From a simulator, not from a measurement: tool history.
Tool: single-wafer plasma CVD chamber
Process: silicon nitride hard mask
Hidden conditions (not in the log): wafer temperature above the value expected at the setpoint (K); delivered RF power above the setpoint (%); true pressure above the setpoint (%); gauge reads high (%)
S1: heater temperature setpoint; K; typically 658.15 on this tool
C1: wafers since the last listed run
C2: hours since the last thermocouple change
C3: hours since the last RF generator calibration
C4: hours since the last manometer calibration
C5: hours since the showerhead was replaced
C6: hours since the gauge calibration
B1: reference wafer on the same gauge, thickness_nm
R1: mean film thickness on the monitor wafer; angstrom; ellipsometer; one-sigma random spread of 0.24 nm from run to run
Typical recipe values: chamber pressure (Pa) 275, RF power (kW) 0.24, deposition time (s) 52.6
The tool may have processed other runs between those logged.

Run 1, day 0: usual settings but S1 668.15 K, RF power (kW) 0.27; C1 0; C2 1062.4; C3 1730.6; C4 673.6; C5 3777.7; C6 817.8; B1 44.568. Result: R1 573.98 angstrom.
Run 2, day 1.038: usual settings but deposition time (s) 58.5; C1 249; C2 1087.3; C3 1755.5; C4 698.5; C5 3802.6; C6 842.7; B1 44.61. Result: R1 584.38 angstrom.
Run 3, day 1.729: usual settings; C1 166; C2 1103.9; C3 1772.1; C4 715.1; C5 3819.2; C6 859.3; B1 44.669. Result: R1 531.89 angstrom.
Run 4, day 2.512: usual settings; C1 188; C2 1122.7; C3 1790.9; C4 733.9; C5 3838; C6 878.1; B1 44.673. Result: R1 534.48 angstrom.
Run 5, day 3.788: usual settings; C1 306; C2 1153.3; C3 1821.5; C4 764.5; C5 3868.6; C6 908.7; B1 44.681. Result: R1 531.95 angstrom.
Run 6, day 5.112: usual settings; C1 318; C2 1185.1; C3 1853.3; C4 796.3; C5 3900.4; C6 940.5; B1 44.722. Result: R1 532.02 angstrom.
Run 7, day 7.354: usual settings but S1 667.15 K, chamber pressure (Pa) 236, RF power (kW) 0.195, deposition time (s) 61.6; C1 538; C2 1238.9; C3 1907.1; C4 850.1; C5 3954.2; C6 994.3; B1 44.66. Result: R1 517.98 angstrom.
Run 8, day 8.692: usual settings; C1 321; C2 1271; C3 1939.2; C4 882.2; C5 3986.3; C6 1026.4; B1 44.749. Result: R1 530.82 angstrom.
Run 9, day 9.812: usual settings but deposition time (s) 42.6; C1 269; C2 1297.9; C3 1966.1; C4 909.1; C5 4013.2; C6 1053.3; B1 44.654. Result: R1 429.11 angstrom.
Run 10, day 10.379: usual settings; C1 136; C2 1311.5; C3 1979.7; C4 922.7; C5 4026.8; C6 1066.9; B1 44.699. Result: R1 536.29 angstrom.
Run 11, day 11.529: usual settings but S1 668.15 K; C1 276; C2 1339.1; C3 2007.3; C4 950.3; C5 4054.4; C6 1094.5; B1 44.722. Result: R1 532.24 angstrom.
At day 12.142: RF generator calibrated.
Run 12, day 13.017: usual settings; C1 277; C2 1374.8; C3 21; C4 986; C5 4090.1; C6 1130.2; B1 44.731. Result: R1 532.04 angstrom.
Run 13, day 13.758: usual settings but chamber pressure (Pa) 336, RF power (kW) 0.205; C1 178; C2 1392.6; C3 38.8; C4 1003.8; C5 4107.9; C6 1148; B1 44.756. Result: R1 491.61 angstrom.
At day 14.179: thermocouple changed; heater temperature recalibrated.
Run 14, day 14.633: usual settings but S1 668.15 K, chamber pressure (Pa) 219, RF power (kW) 0.265, deposition time (s) 45.6; C1 130; C2 10.9; C3 59.8; C4 1024.8; C5 4128.9; C6 1169; B1 44.765. Result: R1 463.9 angstrom.
Run 15, day 15.625: usual settings; C1 238; C2 34.7; C3 83.6; C4 1048.6; C5 4152.7; C6 1192.8; B1 44.743. Result: R1 537.83 angstrom.
Run 16, day 16.746: usual settings but chamber pressure (Pa) 216, RF power (kW) 0.22, deposition time (s) 62.7; C1 269; C2 61.6; C3 110.5; C4 1075.5; C5 4179.6; C6 1219.7; B1 44.777. Result: R1 571.3 angstrom.
At day 18.583: gauge calibrated.
At day 19.333: showerhead replaced.
Run 17, day 19.688: usual settings but S1 646.15 K, deposition time (s) 43.8; C1 627; C2 132.2; C3 181.1; C4 1146.1; C5 8.5; C6 26.5; B1 43.715. Result: R1 435.51 angstrom.
At day 20.458: capacitance manometer re-zeroed and calibrated.
Run 18, day 20.821: usual settings but S1 647.15 K, chamber pressure (Pa) 320, RF power (kW) 0.28, deposition time (s) 46.7; C1 192; C2 159.4; C3 208.3; C4 8.7; C5 35.7; C6 53.7; B1 43.816. Result: R1 532.57 angstrom.
Run 19, day 21.992: usual settings; C1 281; C2 187.5; C3 236.4; C4 36.8; C5 63.8; C6 81.8; B1 43.821. Result: R1 523.76 angstrom.
Run 20, day 22.675: usual settings; C1 164; C2 203.9; C3 252.8; C4 53.2; C5 80.2; C6 98.2; B1 43.894. Result: R1 526.25 angstrom.
Run 21, day 23.575: usual settings but chamber pressure (Pa) 229; C1 216; C2 225.5; C3 274.4; C4 74.8; C5 101.8; C6 119.8; B1 43.941. Result: R1 500.46 angstrom.
Run 22, day 25.021: usual settings but RF power (kW) 0.26, deposition time (s) 56.8; C1 347; C2 260.2; C3 309.1; C4 109.5; C5 136.5; C6 154.5; B1 44.019. Result: R1 592.73 angstrom.

Run 23 has not been measured yet. What should we expect?
Run 23, day 25.971: usual settings but S1 646.15 K, chamber pressure (Pa) 324, deposition time (s) 59.2; C1 228; C2 283; C3 331.9; C4 132.3; C5 159.3; C6 177.3; B1 ?. Result: R1 ?.

B1: 44.057
R1: 610.17 angstrom
If the tool had no hidden condition, the same run with the same run-to-run variation would have returned R1 603.63 angstrom.
